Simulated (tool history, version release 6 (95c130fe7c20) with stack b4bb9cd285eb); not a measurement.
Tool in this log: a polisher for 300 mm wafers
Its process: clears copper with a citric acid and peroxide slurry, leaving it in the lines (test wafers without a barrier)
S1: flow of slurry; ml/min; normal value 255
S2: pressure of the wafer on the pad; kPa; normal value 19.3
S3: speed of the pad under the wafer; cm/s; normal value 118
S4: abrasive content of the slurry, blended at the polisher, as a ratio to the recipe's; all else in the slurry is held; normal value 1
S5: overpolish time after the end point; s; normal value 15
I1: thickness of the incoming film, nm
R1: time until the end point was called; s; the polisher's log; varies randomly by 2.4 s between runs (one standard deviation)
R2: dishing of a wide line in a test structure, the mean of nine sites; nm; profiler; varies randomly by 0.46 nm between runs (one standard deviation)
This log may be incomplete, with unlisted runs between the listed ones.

Run 1, hour 0: usual settings; I1 327.3. Result: R1 123 s, R2 26.7 nm.
At hour 6.6: slurry nozzle cleaned.
At hour 14.4: head pressure recalibrated.
Run 2, hour 34.3: usual settings; I1 329.1. Result: R1 115.7 s, R2 28.3 nm.
Run 3, hour 62: usual settings; I1 327. Result: R1 112.5 s, R2 28.7 nm.
Run 4, hour 87.1: usual settings but S1 200 ml/min, S4 0.85; I1 332.1. Result: R1 120.9 s, R2 27.9 nm.
At hour 94.4: slurry blender recalibrated.
At hour 96.3: worn pad replaced by a new one.
Run 5, hour 99.5: usual settings; I1 331.3. Result: R1 118.4 s, R2 28.4 nm.
Run 6, hour 130.1: usual settings; I1 327.7. Result: R1 109.8 s, R2 28.7 nm.
At hour 217.2: head pressure recalibrated, repeated, since the last time left the tool worse.
Run 7, hour 227.1: usual settings; I1 327.9. Result: R1 124.8 s, R2 26.8 nm.
Run 8, hour 247.1: usual settings but S1 310 ml/min, S2 15.9 kPa, S3 144 cm/s, S5 21 s; I1 324.6. Result: R1 118.7 s, R2 36.1 nm.
At hour 257: slurry nozzle cleaned.
Run 9, hour 263.2: usual settings but S5 9 s; I1 327.6. Result: R1 125 s, R2 16 nm.
Run 10, hour 290.6: usual settings but S1 175 ml/min, S2 22.1 kPa, S5 23 s; I1 329.3. Result: R1 115.1 s, R2 41.8 nm.
Run 11, hour 306.2: usual settings but S1 170 ml/min, S2 24.1 kPa, S3 146 cm/s; I1 329. Result: R1 88.8 s, R2 37.9 nm.
Run 12, hour 318.8: usual settings; I1 333.1. Result: R1 131.8 s, R2 26.2 nm.
At hour 334.8: worn pad replaced by a new one.
At hour 348.3: slurry blender recalibrated.
Run 13, hour 348.8: usual settings but S1 170 ml/min, S2 26.2 kPa, S3 80 cm/s, S4 0.75; I1 329.6. Result: R1 145.3 s, R2 23.7 nm.
Run 14, hour 383.8: usual settings but S2 22.8 kPa, S5 18 s; I1 325.2. Result: R1 104.9 s, R2 36.6 nm.
Run 15, hour 401.9: usual settings but S3 96 cm/s, S4 1.1; I1 333.6. Result: R1 159.4 s, R2 21.7 nm.
Run 16, hour 428.4: usual settings but S2 22.1 kPa, S3 102 cm/s, S5 10 s; I1 329.9. Result: R1 124.8 s, R2 17.5 nm.
Run 17, hour 449.3: usual settings; I1 328.2. Result: R1 126.5 s, R2 26.4 nm.
Run 18, hour 476.5: usual settings; I1 336.4. Result: R1 126.8 s, R2 26.5 nm.
At hour 535.9: slurry nozzle cleaned.
Run 19, hour 560.3: usual settings but S2 26.2 kPa, S3 142 cm/s, S5 18 s; I1 334.4. Result: R1 77.4 s, R2 48 nm.
At hour 569.5: worn pad replaced by a new one.
Run 20, hour 589: usual settings but S2 23.4 kPa, S4 1.2; I1 331.8. Result: R1 99.5 s, R2 32.4 nm.
At hour 599.9: slurry blender recalibrated.
Run 21, hour 616.1: usual settings; I1 326.3. Result: R1 116.2 s, R2 26.9 nm.
Run 22, hour 629.1: usual settings; I1 329.5. Result: R1 120.3 s, R2 28.4 nm.
Run 23, hour 641.4: usual settings; I1 332.2. Result: R1 121.7 s, R2 28.3 nm.
Run 24, hour 655.4: usual settings but S4 1.2; I1 333.6. Result: R1 116.1 s, R2 29 nm.
At hour 673.3: head pressure recalibrated.
Run 25, hour 685.1: usual settings but S1 295 ml/min, S2 16.5 kPa, S4 1.25; I1 328.1. Result: R1 144.6 s, R2 23.8 nm.
Run 26, hour 708.5: usual settings but S2 23.4 kPa, S4 1.2; I1 335.5. Result: R1 109.9 s, R2 31.1 nm.
Run 27, hour 733.9: usual settings but S1 190 ml/min; I1 331.3. Result: R1 135 s, R2 25.9 nm.
Run 28, hour 765.1: usual settings but S2 14.5 kPa; I1 329.3. Result: R1 161.6 s, R2 20.6 nm.
At hour 776.8: slurry nozzle cleaned.
Run 29, hour 785.3: usual settings but S3 152 cm/s; I1 330. Result: R1 99.7 s, R2 32.9 nm.

3 options for the next run, each taken on its own from the tool as it stands now. Forecast them:
Run A, hour 785.8: usual settings but S4 1.3; I1 334.3. Result: R1 ?, R2 ?.
Run B, hour 785.8: usual settings but S3 160 cm/s; I1 334.3. Result: R1 ?, R2 ?.
Run C, hour 785.8: usual settings but S2 21.4 kPa; I1 334.3. Result: R1 ?, R2 ?.

run     R1    R2
  A  130.7  26.4
  B  100.5  33.4
  C  124.2  27.7
Without the tool's unlogged condition, the same runs would have read:
run     R1    R2
  A  129.3  26.6
  B   99.4  33.7
  C  122.9    28
